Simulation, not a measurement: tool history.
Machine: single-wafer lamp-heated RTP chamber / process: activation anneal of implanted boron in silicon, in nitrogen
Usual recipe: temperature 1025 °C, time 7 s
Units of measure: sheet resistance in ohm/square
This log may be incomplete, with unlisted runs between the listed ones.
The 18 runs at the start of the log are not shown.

run    hour  temperature  time  wafers since the last listed run  wafers since the last pyrometer calibration  wafers since the reflector plate was cleaned  hours since the gauge calibration  read-back reference wafer on the same gauge, sheet resistance  sheet resistance
 19   923.6         1051     7                               935                                         4594                                          7728                              924.5                                                         257.14             258.2
 20   995.1         1005     4                              1149                                         5744                                          8877                                996                                                         257.16            263.34
     1018.7  -- pyrometer window cleaned and pyrometer calibrated
 21  1056.2         1036    10                               853                                          603                                          9731                             1057.1                                                         256.89            257.82
 22  1113.8          997     4                               925                                         1529                                         10657                             1114.7                                                         257.11            266.12
     1166.5  -- gauge calibrated
 23  1169.7         1045     9                               898                                         2427                                         11555                                3.2                                                            257            257.51
     1197.1  -- reflector plate cleaned
 24  1227.2         1025     7                               795                                         3223                                           483                               60.7                                                         257.08            259.11
 25  1342.7         1054     3                              1856                                         5080                                          2340                              176.2                                                         257.08            259.46
 26  1370.9         1054     5                               453                                         5533                                          2793                              204.4                                                         257.03            258.05
 27  1414.8         1025     7                               705                                         6239                                          3499                              248.3                                                         257.15            259.51
 28  1485.6          995     9                              1138                                         7377                                          4637                              319.1                                                         257.14            264.72
 29  1511.9         1025     7                               422                                         7800                                          5060                              345.4                                                         256.96            259.07
     1521.3  -- pyrometer window cleaned and pyrometer calibrated
 30  1547.1         1025     4                               437                                          414                                          5497                              380.6                                                         257.03            260.67
 31  1605.9         1040     7                               945                                         1359                                          6442                              439.4                                                         257.03            258.84
 32  1662.5         1005     4                               909                                         2269                                          7352                                496                                                         257.11            262.49
 33  1712.9         1025     7                               810                                         3079                                          8162                              546.4                                                         256.96             259.9
 34  1742.8         1037     9                               480                                         3560                                          8643                              576.3                                                         257.15            258.16
 35  1776.8         1053     8                               546                                         4106                                          9190                              610.3                                                         257.07            257.35
 36  1830.5         1018     7                               863                                         4969                                         10053                                664                                                         256.89            259.92
 37    1899         1042     7                              1101                                         6070                                         11154                              732.5                                                         256.95            258.34

Predict each of these 4 candidate next runs independently; none follows another, all start after run 37:
  A  1899.4         1041     7                                 6                                         6077                                         11160                              732.9                                                              ?                 ?
  B  1899.4         1035     5                                 6                                         6077                                         11160                              732.9                                                              ?                 ?
  C  1899.4         1003     5                                 6                                         6077                                         11160                              732.9                                                              ?                 ?
  D  1899.4         1005    10                                 6                                         6077                                         11160                              732.9                                                              ?                 ?

run  read-back reference wafer on the same gauge, sheet resistance  sheet resistance
  A                                                         257.13            258.37
  B                                                         257.13            259.07
  C                                                         257.13            263.34
  D                                                         257.13            261.38
The same runs, with their run-to-run variation unchanged, on a tool lacking any hidden condition would have given:
run  sheet resistance
  A            258.37
  B            259.07
  C            263.34
  D            261.38

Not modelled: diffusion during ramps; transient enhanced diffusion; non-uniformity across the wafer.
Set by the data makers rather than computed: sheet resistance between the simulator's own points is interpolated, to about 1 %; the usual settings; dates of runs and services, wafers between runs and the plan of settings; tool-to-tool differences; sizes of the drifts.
